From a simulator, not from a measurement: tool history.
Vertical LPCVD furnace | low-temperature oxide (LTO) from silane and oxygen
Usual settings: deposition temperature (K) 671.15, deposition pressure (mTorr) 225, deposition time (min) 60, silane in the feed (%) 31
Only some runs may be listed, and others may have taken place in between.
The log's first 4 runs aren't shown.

run	hour	deposition temperature (K)	deposition pressure (mTorr)	deposition time (min)	silane in the feed (%)	read-back reference wafer on the same gauge, thickness	film thickness on the monitor wafer in the middle of the boat (nm)
5	90.4	671.15	225	60	31	380.28	390.85
# hour 121.3: silane flow controller replaced
6	121.8	671.15	225	60	31	380.64	389.3
7	130.1	671.15	225	60	31	380.48	391.34
8	163.5	671.15	225	60	31	380.81	393.6
# hour 203.1: thermocouples replaced and temperature profile calibrated
# hour 203.7: pressure gauge zeroed
9	204.2	661.15	185	38	31	381	180.99
10	229.2	671.15	240	60	26	381.24	322.09
11	242.5	671.15	225	68.5	31	381.24	445.88
12	258.1	671.15	200	60	31	381.64	348.48
13	274.5	671.15	225	60	31	381.44	393.1
14	305.8	679.15	225	48	33	382.14	377.77
15	324.3	659.15	225	60	31	382.17	339.39
16	375.2	671.15	180	67.5	35	382.72	419.13
17	406.4	660.15	190	70.5	31	383.3	340.44
18	419.1	665.15	225	43.5	33	383.15	291.1
19	454.5	659.15	225	69	31	383.92	391.16

The next listed run, before its measurement:
# hour 475.2: gauge calibrated
20	478.5	671.15	265	80	29	?	?

read-back reference wafer on the same gauge, thickness: 379.29
film thickness on the monitor wafer in the middle of the boat (nm): 553.46
Take away the tool's hidden state, keep the run-to-run variation as it was, and the same run would have given film thickness on the monitor wafer in the middle of the boat (nm) 554.44.

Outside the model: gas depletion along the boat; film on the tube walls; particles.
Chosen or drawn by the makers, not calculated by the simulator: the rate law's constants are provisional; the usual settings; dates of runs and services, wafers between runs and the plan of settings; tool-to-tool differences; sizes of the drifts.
